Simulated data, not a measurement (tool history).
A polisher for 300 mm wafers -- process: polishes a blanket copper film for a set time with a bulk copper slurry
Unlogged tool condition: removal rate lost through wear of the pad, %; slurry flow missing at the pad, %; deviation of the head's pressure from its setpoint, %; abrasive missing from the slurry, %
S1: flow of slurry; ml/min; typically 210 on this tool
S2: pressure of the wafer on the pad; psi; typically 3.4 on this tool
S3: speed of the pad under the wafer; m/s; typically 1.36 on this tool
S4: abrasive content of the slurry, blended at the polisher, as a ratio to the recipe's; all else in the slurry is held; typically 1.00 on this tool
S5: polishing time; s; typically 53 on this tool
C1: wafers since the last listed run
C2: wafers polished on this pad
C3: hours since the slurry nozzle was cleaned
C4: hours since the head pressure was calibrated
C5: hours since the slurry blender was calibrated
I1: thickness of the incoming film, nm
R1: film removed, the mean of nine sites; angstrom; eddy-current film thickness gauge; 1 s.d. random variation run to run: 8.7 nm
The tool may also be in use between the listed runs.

run	hour	S1	S2	S3	S4	S5	C1	C2	C3	C4	C5	I1	R1
1	0.0	210	3.4	1.36	1.00	53	0	5138	545.5	713.8	173.1	3338.8	6642
# hour 38.3: head pressure recalibrated
2	104.7	210	3.4	1.36	1.00	53	1354	6493	650.2	66.4	277.8	3259.2	6994
3	163.2	210	3.4	1.36	1.00	53	771	7265	708.7	124.9	336.3	3292.8	6904
# hour 191.9: worn pad replaced by a new one
4	212.1	210	3.4	1.12	0.85	53	592	266	757.6	173.8	385.2	3258.6	5571
5	288.0	210	3.4	1.12	0.85	53	1001	1267	833.5	249.7	461.1	3248.5	5274
# hour 315.2: slurry nozzle cleaned
6	386.2	210	3.4	1.54	1.00	53	1282	2549	71.0	347.9	559.3	3297.4	7452
# hour 443.0: slurry blender recalibrated
7	484.2	210	3.4	1.54	1.00	53	1266	3816	169.0	445.9	41.2	3324.0	7490
8	570.6	210	3.4	1.54	1.00	53	1139	4955	255.4	532.3	127.6	3244.2	7297
# hour 633.1: head pressure recalibrated
9	675.9	210	3.4	1.36	1.00	53	1362	6318	360.7	42.8	232.9	3324.3	7553
10	720.6	175	3.4	1.36	0.80	53	589	6908	405.4	87.5	277.6	3253.6	6883
11	775.7	175	3.4	1.36	0.80	53	726	7635	460.5	142.6	332.7	3271.8	6758
# hour 845.9: worn pad replaced by a new one
12	858.4	210	3.4	1.36	1.00	53	1038	165	543.2	225.3	415.4	3283.1	7193
13	908.2	180	3.4	1.10	1.30	60	656	821	593.0	275.1	465.2	3257.9	6619
14	1001.2	145	4.0	1.36	0.90	61	1226	2048	686.0	368.1	558.2	3315.5	8675
# hour 1019.9: slurry blender recalibrated
15	1073.9	210	3.9	1.36	0.90	53	932	2981	758.7	440.8	54.0	3263.8	7536
16	1142.4	270	3.4	1.82	1.00	71	903	3885	827.2	509.3	122.5	3335.9	12577
# hour 1158.6: slurry nozzle cleaned
17	1186.2	210	3.4	1.00	1.00	53	564	4449	27.6	553.1	166.3	3332.9	5012
18	1233.9	165	2.7	1.36	1.00	53	629	5078	75.3	600.8	214.0	3309.5	5164
19	1302.9	210	3.4	1.10	1.10	53	910	5989	144.3	669.8	283.0	3302.7	5592
# hour 1357.2: head pressure recalibrated
20	1390.9	190	4.2	1.36	1.15	37	1134	7123	232.3	33.7	371.0	3296.8	6371
21	1483.5	190	2.4	0.90	1.15	53	1221	8345	324.9	126.3	463.6	3299.8	3370
# hour 1537.5: worn pad replaced by a new one
22	1568.4	255	4.1	0.94	0.80	53	1067	407	409.8	211.2	548.5	3257.1	5708
# hour 1578.4: slurry blender recalibrated
23	1638.9	210	2.8	1.76	0.90	68	903	1311	480.3	281.7	60.5	3339.3	9300
24	1681.3	160	3.4	1.36	1.00	53	559	1870	522.7	324.1	102.9	3299.4	6531
25	1735.0	280	3.4	0.88	0.70	53	708	2579	576.4	377.8	156.6	3253.1	4219
26	1800.2	210	3.4	1.36	1.00	53	860	3439	641.6	443.0	221.8	3319.3	6585
# hour 1864.1: slurry nozzle cleaned
# hour 2000.0: head pressure recalibrated
27	2108.4	210	3.4	1.36	0.85	53	4026	7465	244.3	108.4	530.0	3251.3	6812
# hour 2135.6: slurry blender recalibrated
# hour 2164.8: worn pad replaced by a new one
28	2165.3	210	3.4	1.36	1.00	53	671	6	301.2	165.3	29.7	3364.9	6923
29	2249.0	275	4.0	0.90	1.00	53	1104	1110	384.9	249.0	113.4	3289.6	5473
30	2548.6	210	3.4	1.36	1.15	67	3952	5063	684.5	548.6	413.0	3321.2	8645
31	2597.7	210	3.4	1.36	1.00	53	647	5710	733.6	597.7	462.1	3282.4	6530

Below, some changes in R1 between adjacent runs. For each, the amount present without the hidden state too (settings, incoming material, random variation) and the amount remaining for the hidden state with gauge scatter not shared by both compared results:
Run 8 -> 9: S3 1.54 -> 1.36, head pressure recalibrated. R1 +256 angstrom: hidden state +1078, all else -822.
Run 15 -> 16: S1 210 -> 270, S2 3.9 -> 3.4, S3 1.36 -> 1.82, S4 0.90 -> 1.00, S5 53 -> 71. R1 +5041 angstrom: hidden state -431, all else +5472.
Run 16 -> 17: S1 270 -> 210, S3 1.82 -> 1.00, S5 71 -> 53, slurry nozzle cleaned. R1 -7565 angstrom: hidden state +578, all else -8143.
Run 22 -> 23: S1 255 -> 210, S2 4.1 -> 2.8, S3 0.94 -> 1.76, S4 0.80 -> 0.90, S5 53 -> 68, slurry blender recalibrated. R1 +3592 angstrom: hidden state -364, all else +3956.
Run 29 -> 30: S1 275 -> 210, S2 4.0 -> 3.4, S3 0.90 -> 1.36, S4 1.00 -> 1.15, S5 53 -> 67. R1 +3172 angstrom: hidden state -538, all else +3710.

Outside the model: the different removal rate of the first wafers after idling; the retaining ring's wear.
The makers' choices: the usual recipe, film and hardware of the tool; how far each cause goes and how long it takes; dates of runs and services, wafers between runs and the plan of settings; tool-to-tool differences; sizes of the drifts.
